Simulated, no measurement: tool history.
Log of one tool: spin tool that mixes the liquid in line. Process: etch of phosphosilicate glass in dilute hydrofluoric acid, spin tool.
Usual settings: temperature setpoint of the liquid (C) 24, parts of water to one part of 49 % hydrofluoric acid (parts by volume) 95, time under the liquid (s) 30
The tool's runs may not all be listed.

| run | day | temperature setpoint of the liquid (C) | parts of water to one part of 49 % hydrofluoric acid (parts by volume) | time under the liquid (s) | read-back film thickness of the phosphosilicate glass reference wafer, read on the same gauge (nm) | thickness taken off the phosphosilicate glass on a monitor wafer (Å) |
|---|---|---|---|---|---|---|
| 1 | 0 | 24 | 95 | 30 | 29.8 | 478.4 |
| 2 | 3.483 | 24 | 95 | 30 | 29.77 | 473.9 |
| 3 | 5.696 | 24 | 95 | 30 | 29.74 | 477.6 |
| 4 | 9.662 | 24 | 95 | 30 | 29.69 | 477.1 |
| 5 | 12.358 | 24 | 95 | 30 | 29.68 | 475.3 |
| 6 | 14.138 | 24 | 95 | 30 | 29.7 | 477.4 |
|  | 15.454 | thermometer replaced |
| 7 | 16.1 | 24 | 95 | 30 | 29.65 | 472.3 |
| 8 | 19.533 | 24 | 95 | 30 | 29.64 | 476.7 |
| 9 | 22.483 | 24 | 95 | 30 | 29.65 | 475.3 |
| 10 | 27.129 | 24 | 95 | 30 | 29.6 | 475.2 |
| 11 | 31.612 | 26 | 95 | 30 | 29.58 | 511.9 |
|  | 33.567 | hydrofluoric acid flow meter replaced |
|  | 34.758 | gauge calibrated |
| 12 | 35.154 | 26 | 95 | 30 | 29.94 | 516.9 |
|  | 35.958 | thermometer replaced |
| 13 | 37.383 | 24 | 80 | 20 | 30 | 384.9 |
| 14 | 39.604 | 24 | 95 | 30 | 30.02 | 480.7 |
| 15 | 43.521 | 24 | 95 | 30 | 29.96 | 478.9 |
| 16 | 45.912 | 24 | 95 | 30 | 29.94 | 475.5 |
| 17 | 49.917 | 24 | 65 | 30 | 29.9 | 727.5 |
| 18 | 54.379 | 24 | 95 | 45 | 29.81 | 719.1 |
| 19 | 56.625 | 28 | 120 | 20 | 29.84 | 285.2 |
|  | 60.662 | thermometer replaced |
| 20 | 60.975 | 24 | 95 | 30 | 29.79 | 478.4 |
| 21 | 63.183 | 24 | 75 | 30 | 29.79 | 622.2 |
| 22 | 65.883 | 21 | 95 | 30 | 29.78 | 422.2 |
| 23 | 67.558 | 26.5 | 135 | 45 | 29.74 | 528 |
| 24 | 71.492 | 24 | 130 | 30 | 29.72 | 331.1 |
| 25 | 74.796 | 25.5 | 110 | 25 | 29.7 | 359 |
| 26 | 78.05 | 24 | 95 | 30 | 29.7 | 475.1 |
| 27 | 80.104 | 26 | 80 | 25 | 29.67 | 519.3 |
| 28 | 84.329 | 24 | 95 | 30 | 29.65 | 474 |
|  | 85.004 | thermometer replaced |
| 29 | 86.283 | 25.5 | 95 | 40 | 29.66 | 671.2 |
| 30 | 90.196 | 24 | 115 | 45 | 29.65 | 573.2 |
|  | 93.621 | gauge calibrated |
| 31 | 94.183 | 24 | 95 | 30 | 29.85 | 477.1 |
| 32 | 98.6 | 25.5 | 110 | 25 | 29.89 | 355.3 |

The tool's hidden state at each run:
liquid hotter than its thermometer reads (K): 0 in every run
hydrofluoric acid flow below the setpoint (%): 0 in every run
H1: gauge reads high (%)
| run | H1 |
|---|---|
| 1 | -0.703 |
| 2 | -0.779 |
| 3 | -0.828 |
| 4 | -0.914 |
| 5 | -0.973 |
| 6 | -1.01 |
| 7 | -1.06 |
| 8 | -1.13 |
| 9 | -1.19 |
| 10 | -1.3 |
| 11 | -1.39 |
| 12 | -0.0407 |
| 13 | -0.0894 |
| 14 | -0.138 |
| 15 | -0.224 |
| 16 | -0.276 |
| 17 | -0.364 |
| 18 | -0.461 |
| 19 | -0.51 |
| 20 | -0.606 |
| 21 | -0.654 |
| 22 | -0.713 |
| 23 | -0.75 |
| 24 | -0.836 |
| 25 | -0.908 |
| 26 | -0.979 |
| 27 | -1.02 |
| 28 | -1.12 |
| 29 | -1.16 |
| 30 | -1.24 |
| 31 | -0.384 |
| 32 | -0.481 |
